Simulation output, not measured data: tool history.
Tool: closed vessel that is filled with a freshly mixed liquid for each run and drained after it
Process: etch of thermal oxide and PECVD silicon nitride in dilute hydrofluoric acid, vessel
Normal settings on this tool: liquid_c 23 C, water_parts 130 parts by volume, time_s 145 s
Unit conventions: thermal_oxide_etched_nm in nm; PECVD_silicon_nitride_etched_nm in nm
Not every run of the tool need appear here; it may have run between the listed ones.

run   hour  liquid_c  water_parts  time_s  read-back film thickness of the thermal oxide reference wafer, read on the same gauge (nm)  read-back film thickness of the PECVD silicon nitride reference wafer, read on the same gauge (nm)  thermal_oxide_etched_nm  PECVD_silicon_nitride_etched_nm
  1      0        23          130      95                                                                                      29.998                                                                                             149.972                    2.941                            2.994
  2   14.6      26.5          130     145                                                                                       30.02                                                                                             150.012                    5.116                            5.725
  3   50.1      26.5          130     145                                                                                      30.015                                                                                             149.994                    5.197                            5.623
  4   83.3        23          130     145                                                                                      29.985                                                                                             149.965                    4.478                            4.456
  5  114.6        23          170     145                                                                                      30.051                                                                                             149.982                    3.279                            3.464
     131.3  -- gauge calibrated
  6  143.3        23          170     145                                                                                      30.001                                                                                             149.985                    3.214                            3.477
  7  156.9        23          130     145                                                                                      30.045                                                                                             149.978                    4.445                             4.55
  8  173.8        23          130     145                                                                                      29.998                                                                                             149.966                    4.501                            4.522
  9    193      25.5          150     180                                                                                      30.034                                                                                              150.06                    5.234                            5.725
     195.9  -- thermometer replaced
 10  207.8      25.5          130      65                                                                                      30.006                                                                                             150.015                    2.208                             2.37
 11    230        21           95     225                                                                                      30.006                                                                                             150.012                    9.024                            8.293
 12  260.2        23           95     145                                                                                       30.01                                                                                             150.025                    6.464                            6.118
     276.9  -- hydrofluoric acid flow meter replaced
 13  285.2        21          155     225                                                                                      29.986                                                                                             150.022                    5.318                            5.091
 14  316.6      21.5           65     205                                                                                      30.004                                                                                             150.008                   12.942                           11.379
 15  337.9      26.5          130     145                                                                                      29.993                                                                                             150.072                    5.105                            5.619
 16  361.5        23          130     145                                                                                      30.023                                                                                             149.998                    4.478                            4.524
     368.6  -- gauge calibrated
 17  381.9      20.5           75     120                                                                                      30.013                                                                                             150.008                    6.359                            5.467

Below are 4 alternative next runs, each starting from the tool's condition after run 17. Predict each:
  A  382.6        23          130     105                                                                                           ?                                                                                                   ?                        ?                                ?
  B  382.6      21.5          160     220                                                                                           ?                                                                                                   ?                        ?                                ?
  C  382.6        23          180      95                                                                                           ?                                                                                                   ?                        ?                                ?
  D  382.6      20.5          130      95                                                                                           ?                                                                                                   ?                        ?                                ?

run  read-back film thickness of the thermal oxide reference wafer, read on the same gauge (nm)  read-back film thickness of the PECVD silicon nitride reference wafer, read on the same gauge (nm)  thermal_oxide_etched_nm  PECVD_silicon_nitride_etched_nm
  A                                                                                      30.024                                                                                             149.964                    3.273                            3.277
  B                                                                                      30.024                                                                                             149.964                    5.084                            5.074
  C                                                                                      30.024                                                                                             149.964                    2.023                            2.152
  D                                                                                      30.024                                                                                             149.964                    2.682                            2.512
Stripped of hidden state, with their random variation kept, the same runs would have yielded:
run  thermal_oxide_etched_nm  PECVD_silicon_nitride_etched_nm
  A                    3.273                            3.277
  B                    5.084                            5.074
  C                    2.023                            2.152
  D                    2.682                            2.512
